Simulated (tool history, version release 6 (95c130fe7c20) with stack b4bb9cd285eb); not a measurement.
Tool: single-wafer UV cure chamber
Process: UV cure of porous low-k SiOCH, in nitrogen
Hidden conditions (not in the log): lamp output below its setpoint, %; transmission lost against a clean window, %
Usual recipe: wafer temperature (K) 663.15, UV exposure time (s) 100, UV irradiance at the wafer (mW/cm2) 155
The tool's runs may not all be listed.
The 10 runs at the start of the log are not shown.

run,hour,wafer temperature (K),UV exposure time (s),UV irradiance at the wafer (mW/cm2),wafers since the last listed run,hours since the UV bulbs were replaced,wafers since the quartz window was cleaned,loss of film thickness in the cure (%)
11,508.2,663.15,100,155,426,1983.2,3080,10.223
12,566.5,663.15,100,155,371,2041.5,3451,9.986
13,595.1,663.15,100,155,182,2070.1,3633,10.147
14,667.1,676.15,100,133,458,2142.1,4091,9.75
15,718.5,679.15,100,155,327,2193.5,4419,10.3
16,780.3,663.15,100,155,393,2255.3,4812,10.065
17,836.5,663.15,100,155,357,2311.5,5170,10.043
# hour 865.3: quartz window cleaned
# hour 901.9: UV bulbs replaced
18,903.5,663.15,100,155,324,1.6,192,10.099
19,962,663.15,100,128,372,60.1,565,9.372
20,1010.1,663.15,100,155,306,108.2,871,10.301
21,1080.4,675.15,155,178,447,178.5,1319,13.033
22,1107.8,651.15,160,172,174,205.9,1493,12.583
23,1171,669.15,60,133,402,269.1,1895,7.343
24,1230.2,675.15,150,185,376,328.3,2272,12.914
25,1270.7,663.15,130,155,257,368.8,2530,11.39
26,1302.1,677.15,50,155,199,400.2,2730,7.28
27,1331.9,675.15,130,140,189,430,2920,11.263
28,1395.9,677.15,145,167,407,494,3328,12.638

For run 29, what comes out?
29,1441.9,656.15,100,181,292,540,3621,?

Run 29 measured loss of film thickness in the cure (%) 10.873.
Were there no unlogged condition in the tool, this run, its random variation unchanged, would have produced loss of film thickness in the cure (%) 10.873.

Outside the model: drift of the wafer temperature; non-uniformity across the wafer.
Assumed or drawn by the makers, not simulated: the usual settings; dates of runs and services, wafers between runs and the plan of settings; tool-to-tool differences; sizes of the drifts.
